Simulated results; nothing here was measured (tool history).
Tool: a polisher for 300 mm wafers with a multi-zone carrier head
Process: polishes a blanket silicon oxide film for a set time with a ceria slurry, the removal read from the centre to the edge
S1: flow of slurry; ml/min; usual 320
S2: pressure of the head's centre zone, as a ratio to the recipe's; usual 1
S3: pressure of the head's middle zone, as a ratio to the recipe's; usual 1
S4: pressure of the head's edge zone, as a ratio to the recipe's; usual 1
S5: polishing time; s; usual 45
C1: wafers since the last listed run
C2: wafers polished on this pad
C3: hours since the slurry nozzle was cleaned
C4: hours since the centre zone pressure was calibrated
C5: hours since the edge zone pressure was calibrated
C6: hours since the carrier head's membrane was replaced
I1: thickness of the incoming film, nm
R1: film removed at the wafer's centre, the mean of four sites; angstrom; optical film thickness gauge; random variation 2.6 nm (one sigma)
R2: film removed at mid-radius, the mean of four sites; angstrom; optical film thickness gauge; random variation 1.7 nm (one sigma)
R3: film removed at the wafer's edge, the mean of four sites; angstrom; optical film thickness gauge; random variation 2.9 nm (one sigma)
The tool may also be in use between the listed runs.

| run | hour | S1 | S2 | S3 | S4 | S5 | C1 | C2 | C3 | C4 | C5 | C6 | I1 | R1 | R2 | R3 |
|---|---|---|---|---|---|---|---|---|---|---|---|---|---|---|---|---|
| 1 | 0 | 320 | 1 | 1 | 1 | 45 | 0 | 333 | 313.9 | 337 | 616.9 | 403.3 | 1492.2 | 2374 | 2455 | 2475 |
|  | 9.4 | edge zone pressure recalibrated |
|  | 38 | centre zone pressure recalibrated |
| 2 | 54.2 | 320 | 1 | 1 | 1 | 45 | 607 | 941 | 368.1 | 16.2 | 44.8 | 457.5 | 1499.1 | 2284 | 2391 | 2396 |
| 3 | 95.6 | 320 | 0.96 | 1.03 | 1 | 45 | 501 | 1442 | 409.5 | 57.6 | 86.2 | 498.9 | 1508.1 | 2146 | 2394 | 2320 |
| 4 | 121.6 | 320 | 0.96 | 1.03 | 1 | 45 | 314 | 1757 | 435.5 | 83.6 | 112.2 | 524.9 | 1487.3 | 2107 | 2355 | 2323 |
|  | 146 | worn pad replaced by a new one |
| 5 | 174.6 | 320 | 1 | 1 | 1 | 45 | 593 | 346 | 488.5 | 136.6 | 165.2 | 577.9 | 1507.3 | 2348 | 2447 | 2413 |
| 6 | 221.7 | 320 | 1 | 1 | 1 | 45 | 570 | 916 | 535.6 | 183.7 | 212.3 | 625 | 1533.7 | 2265 | 2348 | 2364 |
| 7 | 258.9 | 320 | 1 | 1 | 1 | 45 | 450 | 1367 | 572.8 | 220.9 | 249.5 | 662.2 | 1513.4 | 2241 | 2341 | 2298 |
| 8 | 301.5 | 320 | 1 | 1 | 1 | 45 | 515 | 1882 | 615.4 | 263.5 | 292.1 | 704.8 | 1497.1 | 2149 | 2251 | 2234 |
|  | 308.1 | worn pad replaced by a new one |
| 9 | 357.6 | 320 | 1 | 1 | 1 | 54 | 630 | 599 | 671.5 | 319.6 | 348.2 | 760.9 | 1502.2 | 2829 | 2935 | 2942 |
|  | 387.6 | centre zone pressure recalibrated |
| 10 | 391.5 | 320 | 1 | 1 | 1 | 45 | 386 | 985 | 705.4 | 3.9 | 382.1 | 794.8 | 1482.3 | 2327 | 2390 | 2400 |
| 11 | 422.5 | 400 | 1.03 | 1 | 0.9 | 45 | 375 | 1360 | 736.4 | 34.9 | 413.1 | 825.8 | 1515.2 | 2351 | 2395 | 2267 |
|  | 452.3 | slurry nozzle cleaned |
| 12 | 461.9 | 320 | 1 | 1 | 1 | 45 | 464 | 1825 | 9.6 | 74.3 | 452.5 | 865.2 | 1502.2 | 2217 | 2318 | 2273 |
|  | 467.2 | worn pad replaced by a new one |
| 13 | 512.1 | 320 | 1 | 1 | 1 | 45 | 559 | 543 | 59.8 | 124.5 | 502.7 | 915.4 | 1500.4 | 2363 | 2463 | 2383 |
| 14 | 541.7 | 320 | 0.92 | 1.1 | 0.89 | 33 | 358 | 901 | 89.4 | 154.1 | 532.3 | 945 | 1520.6 | 1574 | 1897 | 1647 |
|  | 546.4 | edge zone pressure recalibrated |
|  | 556.9 | carrier head's membrane replaced by a new one |
| 15 | 584.6 | 365 | 1 | 1.08 | 1 | 45 | 434 | 1336 | 132.3 | 197 | 38.2 | 27.7 | 1493.5 | 2279 | 2531 | 2316 |
| 16 | 612.3 | 320 | 1 | 1 | 1 | 34 | 335 | 1671 | 160 | 224.7 | 65.9 | 55.4 | 1515 | 1676 | 1747 | 1737 |
|  | 640.7 | worn pad replaced by a new one |
| 17 | 662.5 | 320 | 1 | 1 | 1 | 45 | 559 | 263 | 210.2 | 274.9 | 116.1 | 105.6 | 1498.4 | 2384 | 2476 | 2417 |
| 18 | 722.8 | 320 | 0.92 | 1.1 | 0.89 | 33 | 729 | 993 | 270.5 | 335.2 | 176.4 | 165.9 | 1485.9 | 1542 | 1869 | 1641 |
| 19 | 751.2 | 320 | 0.89 | 1 | 1 | 45 | 343 | 1337 | 298.9 | 363.6 | 204.8 | 194.3 | 1524.5 | 2025 | 2333 | 2258 |
|  | 765.7 | centre zone pressure recalibrated |
| 20 | 785 | 320 | 1 | 1.09 | 1 | 45 | 384 | 1722 | 332.7 | 19.3 | 238.6 | 228.1 | 1511.9 | 2215 | 2474 | 2247 |

How the hidden state differs across the entries between the runs, from the last listed run before each to the first after it:
Between runs 1 and 2: edge zone pressure recalibrated (hour 9.4); centre zone pressure recalibrated (hour 38)
  removal rate lost through wear of the pad, %: 1.96 -> 5.1
  measured less the result without the state, R1: -47 -> -122 angstrom; R2: -49 -> -129 angstrom; R3: -49 -> -129 angstrom
Between runs 4 and 5: worn pad replaced by a new one (hour 146)
  removal rate lost through wear of the pad, %: 9 -> 3.62
  measured less the result without the state, R1: -209 -> -88 angstrom; R2: -233 -> -91 angstrom; R3: -230 -> -90 angstrom
Between runs 8 and 9: worn pad replaced by a new one (hour 308.1)
  removal rate lost through wear of the pad, %: 11 -> 2.91
  measured less the result without the state, R1: -265 -> -84 angstrom; R2: -277 -> -88 angstrom; R3: -276 -> -88 angstrom
Between runs 9 and 10: centre zone pressure recalibrated (hour 387.6)
  removal rate lost through wear of the pad, %: 2.91 -> 4.87
  measured less the result without the state, R1: -84 -> -119 angstrom; R2: -88 -> -122 angstrom; R3: -88 -> -123 angstrom
Between runs 11 and 12: slurry nozzle cleaned (hour 452.3)
  removal rate lost through wear of the pad, %: 6.67 -> 8.95
  measured less the result without the state, R1: -168 -> -218 angstrom; R2: -171 -> -228 angstrom; R3: -162 -> -223 angstrom
Between runs 12 and 13: worn pad replaced by a new one (hour 467.2)
  removal rate lost through wear of the pad, %: 8.95 -> 2.92
  measured less the result without the state, R1: -218 -> -72 angstrom; R2: -228 -> -74 angstrom; R3: -223 -> -72 angstrom
Between runs 14 and 15: edge zone pressure recalibrated (hour 546.4); carrier head's membrane replaced by a new one (hour 556.9)
  removal rate lost through wear of the pad, %: 4.64 -> 7.12
  measured less the result without the state, R1: -77 -> -175 angstrom; R2: -92 -> -194 angstrom; R3: -80 -> -178 angstrom
Between runs 16 and 17: worn pad replaced by a new one (hour 640.7)
  removal rate lost through wear of the pad, %: 8.73 -> 2.38
  measured less the result without the state, R1: -160 -> -58 angstrom; R2: -167 -> -60 angstrom; R3: -166 -> -59 angstrom
Between runs 19 and 20: centre zone pressure recalibrated (hour 765.7)
  removal rate lost through wear of the pad, %: 7.52 -> 9.47
  measured less the result without the state, R1: -165 -> -232 angstrom; R2: -190 -> -259 angstrom; R3: -184 -> -236 angstrom
